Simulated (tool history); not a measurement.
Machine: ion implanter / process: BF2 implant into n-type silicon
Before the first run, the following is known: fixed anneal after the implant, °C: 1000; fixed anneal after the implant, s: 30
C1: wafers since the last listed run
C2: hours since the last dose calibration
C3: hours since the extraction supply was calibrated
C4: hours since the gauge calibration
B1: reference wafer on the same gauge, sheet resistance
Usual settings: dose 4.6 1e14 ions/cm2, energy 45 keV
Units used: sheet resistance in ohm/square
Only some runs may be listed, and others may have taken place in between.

run 1 hour=0 | dose=4.6 energy=45 | C1=0 C2=1632.2 C3=3718.4 C4=281.7 | B1=244.02 | sheet_resistance=229.23
run 2 hour=27.5 | dose=5.63 energy=45 | C1=834 C2=1659.7 C3=3745.9 C4=309.2 | B1=244.02 | sheet_resistance=192.67
run 3 hour=46.5 | dose=5.63 energy=45 | C1=576 C2=1678.7 C3=3764.9 C4=328.2 | B1=243.94 | sheet_resistance=193.09
run 4 hour=81.1 | dose=5.63 energy=45 | C1=1050 C2=1713.3 C3=3799.5 C4=362.8 | B1=243.97 | sheet_resistance=192.49
run 5 hour=112.8 | dose=4.6 energy=45 | C1=962 C2=1745 C3=3831.2 C4=394.5 | B1=244.09 | sheet_resistance=227.43
run 6 hour=127.3 | dose=3.93 energy=32.5 | C1=440 C2=1759.5 C3=3845.7 C4=409 | B1=243.92 | sheet_resistance=271.65
run 7 hour=157.7 | dose=3.93 energy=32.5 | C1=922 C2=1789.9 C3=3876.1 C4=439.4 | B1=243.99 | sheet_resistance=269.9
run 8 hour=193.4 | dose=3.93 energy=32.5 | C1=1083 C2=1825.6 C3=3911.8 C4=475.1 | B1=244.04 | sheet_resistance=269.8
run 9 hour=213.3 | dose=4.6 energy=41.5 | C1=604 C2=1845.5 C3=3931.7 C4=495 | B1=243.89 | sheet_resistance=229.77
run 10 hour=245.2 | dose=4.6 energy=45 | C1=968 C2=1877.4 C3=3963.6 C4=526.9 | B1=244.04 | sheet_resistance=229.62
run 11 hour=262.6 | dose=4.6 energy=45 | C1=528 C2=1894.8 C3=3981 C4=544.3 | B1=243.91 | sheet_resistance=227.8
run 12 hour=285.4 | dose=4.6 energy=45 | C1=692 C2=1917.6 C3=4003.8 C4=567.1 | B1=244.2 | sheet_resistance=227.92
run 13 hour=307.9 | dose=3.52 energy=45 | C1=682 C2=1940.1 C3=4026.3 C4=589.6 | B1=244.1 | sheet_resistance=289.84
run 14 hour=335.8 | dose=3.52 energy=45 | C1=846 C2=1968 C3=4054.2 C4=617.5 | B1=244 | sheet_resistance=288
run 15 hour=365.6 | dose=4.6 energy=45 | C1=904 C2=1997.8 C3=4084 C4=647.3 | B1=243.9 | sheet_resistance=227.09
-- hour=386.5 extraction supply calibrated
run 16 hour=387 | dose=4.6 energy=45 | C1=406 C2=2019.2 C3=0.5 C4=668.7 | B1=243.95 | sheet_resistance=227.47
run 17 hour=412.9 | dose=4.6 energy=45 | C1=786 C2=2045.1 C3=26.4 C4=694.6 | B1=244.05 | sheet_resistance=226.62
run 18 hour=447.8 | dose=4 energy=45 | C1=1059 C2=2080 C3=61.3 C4=729.5 | B1=243.96 | sheet_resistance=255.97
run 19 hour=469.9 | dose=4.6 energy=45 | C1=670 C2=2102.1 C3=83.4 C4=751.6 | B1=244.08 | sheet_resistance=227.6
run 20 hour=486.2 | dose=4.6 energy=50.5 | C1=494 C2=2118.4 C3=99.7 C4=767.9 | B1=243.97 | sheet_resistance=224.45
-- hour=506.9 Faraday cup replaced and dose calibrated
run 21 hour=517.1 | dose=5.87 energy=34.5 | C1=695 C2=10.2 C3=130.6 C4=798.8 | B1=244.06 | sheet_resistance=199.06
run 22 hour=541.2 | dose=3.63 energy=54 | C1=731 C2=34.3 C3=154.7 C4=822.9 | B1=244.04 | sheet_resistance=284.2
-- hour=556.4 gauge calibrated
run 23 hour=602.4 | dose=4.6 energy=45 | C1=1857 C2=95.5 C3=215.9 C4=46 | B1=244.08 | sheet_resistance=235.01
run 24 hour=626 | dose=5.28 energy=45 | C1=716 C2=119.1 C3=239.5 C4=69.6 | B1=243.91 | sheet_resistance=209.02
run 25 hour=661.8 | dose=5.67 energy=33 | C1=1086 C2=154.9 C3=275.3 C4=105.4 | B1=244.12 | sheet_resistance=205.24
run 26 hour=691.7 | dose=4.6 energy=30.5 | C1=907 C2=184.8 C3=305.2 C4=135.3 | B1=243.95 | sheet_resistance=244.69
run 27 hour=715.7 | dose=4.6 energy=45 | C1=728 C2=208.8 C3=329.2 C4=159.3 | B1=244.07 | sheet_resistance=234.36
run 28 hour=749.6 | dose=3.47 energy=55 | C1=1028 C2=242.7 C3=363.1 C4=193.2 | B1=243.8 | sheet_resistance=293.75
run 29 hour=783.8 | dose=4.6 energy=54.5 | C1=1038 C2=276.9 C3=397.3 C4=227.4 | B1=244.03 | sheet_resistance=230.02

Forecast each of these 3 alternatives for the next run:
run A hour=784.2 | dose=4.6 energy=45 | C1=12 C2=277.3 C3=397.7 C4=227.8 | B1=? | sheet_resistance=?
run B hour=784.2 | dose=3.69 energy=60 | C1=12 C2=277.3 C3=397.7 C4=227.8 | B1=? | sheet_resistance=?
run C hour=784.2 | dose=5.82 energy=55 | C1=12 C2=277.3 C3=397.7 C4=227.8 | B1=? | sheet_resistance=?

run=A B1=243.99 sheet_resistance=234.46
run=B B1=243.99 sheet_resistance=276.32
run=C B1=243.99 sheet_resistance=188.55
Had the tool no hidden state, the same runs would have come out as:
run=A sheet_resistance=235.53
run=B sheet_resistance=277.54
run=C sheet_resistance=189.4
